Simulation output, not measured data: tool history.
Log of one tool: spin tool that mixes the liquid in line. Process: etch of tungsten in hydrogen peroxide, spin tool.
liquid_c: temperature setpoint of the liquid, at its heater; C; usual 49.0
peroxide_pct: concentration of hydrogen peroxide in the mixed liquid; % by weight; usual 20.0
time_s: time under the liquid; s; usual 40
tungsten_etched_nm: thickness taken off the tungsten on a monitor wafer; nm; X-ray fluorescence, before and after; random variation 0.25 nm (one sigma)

run    hour  liquid_c  peroxide_pct  time_s  read-back film thickness of the tungsten reference wafer, read on the same gauge (nm)  tungsten_etched_nm
  1     0.0      49.0          20.0      40                                                                                  70.00               43.15
  2    78.1      49.0          20.0      40                                                                                  70.01               42.90
  3   174.3      49.0          20.0      40                                                                                  69.98               43.16
  4   273.5      49.0          20.0      40                                                                                  69.97               43.51
  5   548.0      49.0          20.0      35                                                                                  69.97               37.91
  6   637.4      46.0          20.0      55                                                                                  70.00               48.64
      706.4  -- gauge calibrated
  7   737.0      46.0          20.0      55                                                                                  70.04               49.14
      770.9  -- peroxide flow meter replaced
      804.1  -- thermometer replaced
  8   839.3      43.0          21.5      40                                                                                  70.00               29.21
  9   921.3      49.0          20.0      40                                                                                  69.97               41.08
 10   962.5      57.5          20.0      40                                                                                  70.04               67.99
      978.9  -- heated supply line repaired
      994.5  -- new drum of peroxide connected
     1050.8  -- thermometer replaced, repeated, since the last time left the tool worse
 11  1092.1      55.0          20.0      60                                                                                  69.99               98.08
 12  1143.6      52.5          20.0      30                                                                                  69.99               42.15
 13  1229.7      55.5          20.0      40                                                                                  70.04               66.75
 14  1291.3      59.0          17.5      20                                                                                  70.01               38.41

The tool's hidden state at each run:
peroxide flow below the setpoint (%): 0 in every run
temperature lost on the way to the wafer (K): 0 in every run
peroxide weaker than its label (%): 0 in every run
gauge reads high (%): 0 in every run
H1: liquid colder than its thermometer reads (K)
run     H1
  1  0.767
  2  0.799
  3  0.838
  4  0.879
  5  0.991
  6   1.03
  7   1.07
  8   1.74
  9   1.77
 10   1.79
 11  0.104
 12  0.126
 13  0.161
 14  0.186
